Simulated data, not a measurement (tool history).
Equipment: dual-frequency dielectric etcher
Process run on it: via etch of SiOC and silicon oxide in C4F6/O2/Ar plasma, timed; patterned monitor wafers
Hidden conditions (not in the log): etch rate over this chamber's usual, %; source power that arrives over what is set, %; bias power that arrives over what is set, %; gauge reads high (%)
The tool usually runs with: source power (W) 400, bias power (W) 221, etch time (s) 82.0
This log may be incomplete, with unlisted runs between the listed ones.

run,day,source power (W),bias power (W),etch time (s),wafers since the last listed run,hours since the last wet clean,hours since the last source power generator calibration,hours since the last bias power generator calibration,hours since the last upper electrode change,hours since the gauge calibration,"read-back reference wafer on the same gauge, depth_nm",mean etch depth across the wafer (nm)
1,0.000,460,221,82.0,0,83.0,891.9,1950.1,5808.7,105.8,108.0,119.1
2,2.612,460,221,82.0,885,145.7,954.6,2012.8,5871.4,168.5,107.9,118.8
3,7.104,460,221,82.0,1521,253.5,1062.4,2120.6,5979.2,276.3,108.1,119.4
4,10.679,400,221,82.0,1211,339.3,1148.2,2206.4,6065.0,362.1,108.0,113.5
# day 20.442: wet clean of the chamber
5,21.112,400,221,82.0,3195,16.1,1398.6,2456.8,6315.4,612.5,108.0,113.9
# day 23.371: source power generator calibrated
# day 23.675: upper electrode replaced
6,23.696,400,221,82.0,715,78.1,7.8,2518.8,0.5,674.5,108.0,112.7
7,25.092,430,221,82.0,472,111.6,41.3,2552.3,34.0,708.0,108.0,115.7
# day 27.821: bias power generator calibrated
8,29.112,430,221,82.0,1305,208.1,137.8,31.0,130.5,804.5,108.0,115.4
9,33.258,370,247,60.5,1404,307.6,237.3,130.5,230.0,904.0,108.0,82.7
10,35.558,330,203,82.0,779,362.8,292.5,185.7,285.2,959.2,108.0,103.3
# day 36.592: gauge calibrated
11,39.329,400,221,82.0,1277,453.3,383.0,276.2,375.7,65.7,108.0,112.8
# day 44.058: wet clean of the chamber
12,47.904,440,202,62.5,2566,92.3,588.8,482.0,581.5,271.5,108.0,87.6
13,49.467,320,221,62.0,529,129.8,626.3,519.5,619.0,309.0,107.9,78.8
14,53.525,400,221,82.0,1374,227.2,723.7,616.9,716.4,406.4,108.0,112.9
15,55.921,400,221,82.0,811,284.7,781.2,674.4,773.9,463.9,108.1,113.0
16,59.512,350,221,94.0,1216,370.9,867.4,760.6,860.1,550.1,107.9,123.7

Measured result minus the same run's result without the hidden state. Both carry the same run-to-run variation, though not necessarily the same gauge scatter:
run,mean etch depth across the wafer (nm)
1,+0.5
2,+0.6
3,+0.8
4,+0.8
5,+1.4
6,-0.1
7,-0.1
8,+0.0
9,+0.0
10,+0.0
11,+0.1
12,+0.1
13,+0.2
14,+0.4
15,+0.5
16,+0.6
